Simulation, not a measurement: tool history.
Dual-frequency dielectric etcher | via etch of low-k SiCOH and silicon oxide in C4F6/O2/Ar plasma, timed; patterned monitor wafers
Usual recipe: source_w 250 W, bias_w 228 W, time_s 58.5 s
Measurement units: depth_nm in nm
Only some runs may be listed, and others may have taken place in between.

run,hour,source_w,bias_w,time_s,"read-back reference wafer on the same gauge, depth_nm",depth_nm
1,0.0,230,228,70.0,165.0,184.1
2,53.0,230,228,70.0,165.1,183.4
3,93.8,230,228,70.0,164.8,183.3
# hour 160.8: wet clean of the chamber
4,165.4,250,228,58.5,164.8,159.9
5,233.9,250,228,58.5,165.0,158.8
6,272.2,250,192,58.5,165.0,153.1
7,330.0,250,192,58.5,164.8,152.2
# hour 331.9: gauge calibrated
8,393.2,250,192,58.5,164.8,152.4
# hour 456.6: bias power generator calibrated
9,460.7,250,228,58.5,165.0,158.0
# hour 517.6: wet clean of the chamber
10,518.1,200,228,58.5,165.0,149.2
# hour 576.1: upper electrode replaced
11,576.6,230,245,42.5,164.9,114.9
12,633.7,220,260,50.5,165.1,136.3
# hour 646.0: source power generator calibrated
13,696.4,300,259,63.0,165.2,188.2
14,764.4,220,210,47.5,165.1,121.0
15,836.1,230,228,58.5,164.9,154.2
16,872.2,250,228,58.5,165.2,157.5
# hour 911.1: wet clean of the chamber
17,913.0,300,279,58.5,165.0,179.0

What if the next run were any one of these 4? Each begins from the tool's condition after run 17:
A,913.4,250,228,58.5,?,?
B,913.4,250,228,50.0,?,?
C,913.4,230,264,71.0,?,?
D,913.4,290,174,75.5,?,?

run,"read-back reference wafer on the same gauge, depth_nm",depth_nm
A,165.1,159.7
B,165.1,136.5
C,165.1,195.7
D,165.1,203.6
Stripped of hidden state, with their random variation kept, the same runs would have yielded:
run,depth_nm
A,159.9
B,136.7
C,195.9
D,203.9
